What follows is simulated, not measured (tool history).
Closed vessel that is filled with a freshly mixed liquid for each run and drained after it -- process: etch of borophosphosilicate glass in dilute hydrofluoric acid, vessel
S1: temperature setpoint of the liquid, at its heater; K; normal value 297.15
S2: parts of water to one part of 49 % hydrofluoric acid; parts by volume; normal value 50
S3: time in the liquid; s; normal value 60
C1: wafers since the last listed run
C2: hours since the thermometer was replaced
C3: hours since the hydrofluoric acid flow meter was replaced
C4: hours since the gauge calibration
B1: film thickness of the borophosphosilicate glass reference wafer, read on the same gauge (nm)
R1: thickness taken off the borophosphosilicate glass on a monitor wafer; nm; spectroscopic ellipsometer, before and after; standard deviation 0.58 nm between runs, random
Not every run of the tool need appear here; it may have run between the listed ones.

{"run": 1, "hour": 0.0, "S1": 297.15, "S2": 50, "S3": 60, "C1": 0, "C2": 765.7, "C3": 458.9, "C4": 437.1, "B1": 49.36, "R1": 79.92}
{"run": 2, "hour": 19.2, "S1": 301.15, "S2": 50, "S3": 60, "C1": 1417, "C2": 784.9, "C3": 478.1, "C4": 456.3, "B1": 49.34, "R1": 94.92}
{"run": 3, "hour": 33.7, "S1": 297.15, "S2": 50, "S3": 85, "C1": 1070, "C2": 799.4, "C3": 492.6, "C4": 470.8, "B1": 49.29, "R1": 112.51}
{"run": 4, "hour": 51.9, "S1": 297.15, "S2": 50, "S3": 85, "C1": 1343, "C2": 817.6, "C3": 510.8, "C4": 489, "B1": 49.27, "R1": 112.82}
{"run": 5, "hour": 82.0, "S1": 297.15, "S2": 60, "S3": 60, "C1": 2222, "C2": 847.7, "C3": 540.9, "C4": 519.1, "B1": 49.13, "R1": 66.23}
{"run": 6, "hour": 97.5, "S1": 297.15, "S2": 50, "S3": 60, "C1": 1144, "C2": 863.2, "C3": 556.4, "C4": 534.6, "B1": 49.12, "R1": 81.11}
{"run": 7, "hour": 123.1, "S1": 297.15, "S2": 70, "S3": 60, "C1": 1890, "C2": 888.8, "C3": 582, "C4": 560.2, "B1": 48.98, "R1": 55.69}
{"hour": 131.3, "done": "gauge calibrated"}
{"run": 8, "hour": 152.2, "S1": 297.15, "S2": 70, "S3": 60, "C1": 2148, "C2": 917.9, "C3": 611.1, "C4": 20.9, "B1": 49.96, "R1": 57.41}
{"run": 9, "hour": 184.6, "S1": 297.15, "S2": 70, "S3": 60, "C1": 2392, "C2": 950.3, "C3": 643.5, "C4": 53.3, "B1": 49.94, "R1": 56.41}
{"run": 10, "hour": 204.3, "S1": 297.15, "S2": 50, "S3": 90, "C1": 1454, "C2": 970, "C3": 663.2, "C4": 73, "B1": 49.93, "R1": 122.72}
{"run": 11, "hour": 236.5, "S1": 297.15, "S2": 50, "S3": 60, "C1": 2377, "C2": 1002.2, "C3": 695.4, "C4": 105.2, "B1": 49.94, "R1": 81.89}
{"run": 12, "hour": 260.7, "S1": 293.65, "S2": 65, "S3": 45, "C1": 1787, "C2": 1026.4, "C3": 719.6, "C4": 129.4, "B1": 49.9, "R1": 39.75}
{"run": 13, "hour": 283.0, "S1": 297.15, "S2": 50, "S3": 60, "C1": 1646, "C2": 1048.7, "C3": 741.9, "C4": 151.7, "B1": 49.89, "R1": 80.63}
{"run": 14, "hour": 315.7, "S1": 297.15, "S2": 50, "S3": 60, "C1": 2414, "C2": 1081.4, "C3": 774.6, "C4": 184.4, "B1": 49.88, "R1": 81.33}
{"run": 15, "hour": 336.1, "S1": 299.15, "S2": 55, "S3": 35, "C1": 1506, "C2": 1101.8, "C3": 795, "C4": 204.8, "B1": 49.79, "R1": 46.53}
{"run": 16, "hour": 363.9, "S1": 300.65, "S2": 40, "S3": 60, "C1": 2052, "C2": 1129.6, "C3": 822.8, "C4": 232.6, "B1": 49.82, "R1": 119.02}
{"hour": 374.8, "done": "thermometer replaced"}
{"run": 17, "hour": 391.9, "S1": 301.15, "S2": 65, "S3": 75, "C1": 1993, "C2": 17.1, "C3": 850.8, "C4": 260.6, "B1": 49.76, "R1": 90.57}
{"run": 18, "hour": 419.1, "S1": 301.65, "S2": 30, "S3": 35, "C1": 2008, "C2": 44.3, "C3": 878, "C4": 287.8, "B1": 49.67, "R1": 98.03}
{"run": 19, "hour": 453.2, "S1": 297.15, "S2": 70, "S3": 60, "C1": 2518, "C2": 78.4, "C3": 912.1, "C4": 321.9, "B1": 49.62, "R1": 55.96}
{"run": 20, "hour": 479.2, "S1": 297.15, "S2": 50, "S3": 60, "C1": 1919, "C2": 104.4, "C3": 938.1, "C4": 347.9, "B1": 49.57, "R1": 80.67}
{"hour": 492.1, "done": "hydrofluoric acid flow meter replaced"}
{"run": 21, "hour": 496.4, "S1": 297.15, "S2": 50, "S3": 35, "C1": 1196, "C2": 121.6, "C3": 4.3, "C4": 365.1, "B1": 49.49, "R1": 47.35}
{"run": 22, "hour": 510.0, "S1": 297.15, "S2": 50, "S3": 60, "C1": 1004, "C2": 135.2, "C3": 17.9, "C4": 378.7, "B1": 49.49, "R1": 80.14}
{"run": 23, "hour": 526.9, "S1": 301.15, "S2": 65, "S3": 75, "C1": 1247, "C2": 152.1, "C3": 34.8, "C4": 395.6, "B1": 49.51, "R1": 90.83}
{"run": 24, "hour": 555.2, "S1": 297.15, "S2": 50, "S3": 60, "C1": 2089, "C2": 180.4, "C3": 63.1, "C4": 423.9, "B1": 49.41, "R1": 80.63}
{"run": 25, "hour": 568.2, "S1": 295.15, "S2": 50, "S3": 60, "C1": 959, "C2": 193.4, "C3": 76.1, "C4": 436.9, "B1": 49.34, "R1": 74.22}
{"run": 26, "hour": 582.9, "S1": 297.15, "S2": 50, "S3": 60, "C1": 1085, "C2": 208.1, "C3": 90.8, "C4": 451.6, "B1": 49.35, "R1": 80.33}
{"run": 27, "hour": 611.5, "S1": 297.15, "S2": 40, "S3": 60, "C1": 2111, "C2": 236.7, "C3": 119.4, "C4": 480.2, "B1": 49.22, "R1": 102.26}
{"run": 28, "hour": 652.7, "S1": 297.15, "S2": 30, "S3": 70, "C1": 3042, "C2": 277.9, "C3": 160.6, "C4": 521.4, "B1": 49.13, "R1": 162.08}
{"run": 29, "hour": 681.8, "S1": 297.15, "S2": 45, "S3": 60, "C1": 2148, "C2": 307, "C3": 189.7, "C4": 550.5, "B1": 49, "R1": 88.89}
{"run": 30, "hour": 694.8, "S1": 293.65, "S2": 50, "S3": 70, "C1": 959, "C2": 320, "C3": 202.7, "C4": 563.5, "B1": 48.97, "R1": 81.69}
{"run": 31, "hour": 714.3, "S1": 301.15, "S2": 40, "S3": 90, "C1": 1439, "C2": 339.5, "C3": 222.2, "C4": 583, "B1": 48.92, "R1": 177.92}
{"run": 32, "hour": 745.0, "S1": 299.65, "S2": 50, "S3": 60, "C1": 2267, "C2": 370.2, "C3": 252.9, "C4": 613.7, "B1": 48.83, "R1": 88.53}
{"run": 33, "hour": 765.3, "S1": 297.15, "S2": 50, "S3": 70, "C1": 1499, "C2": 390.5, "C3": 273.2, "C4": 634, "B1": 48.67, "R1": 93.59}

Hidden state or all else? Some run-to-run changes of R1, split into what the settings, what came in and random variation would give without the hidden state, and what is left for the hidden state (with any gauge scatter that isn't in both results):
Unlogged tool condition in this case: liquid hotter than its thermometer reads (K); hydrofluoric acid flow below the setpoint (%); gauge reads high (%).
Run 27 -> 28: S2 40 -> 30, S3 60 -> 70. R1 +59.82 nm: hidden state -1.38, all else +61.2.
Run 28 -> 29: S2 30 -> 45, S3 70 -> 60. R1 -73.19 nm: hidden state +1.16, all else -74.35.
Run 30 -> 31: S1 293.65 -> 301.15, S2 50 -> 40, S3 70 -> 90. R1 +96.23 nm: hidden state -2.31, all else +98.54.
Run 31 -> 32: S1 301.15 -> 299.65, S2 40 -> 50, S3 90 -> 60. R1 -89.39 nm: hidden state +1.82, all else -91.21.
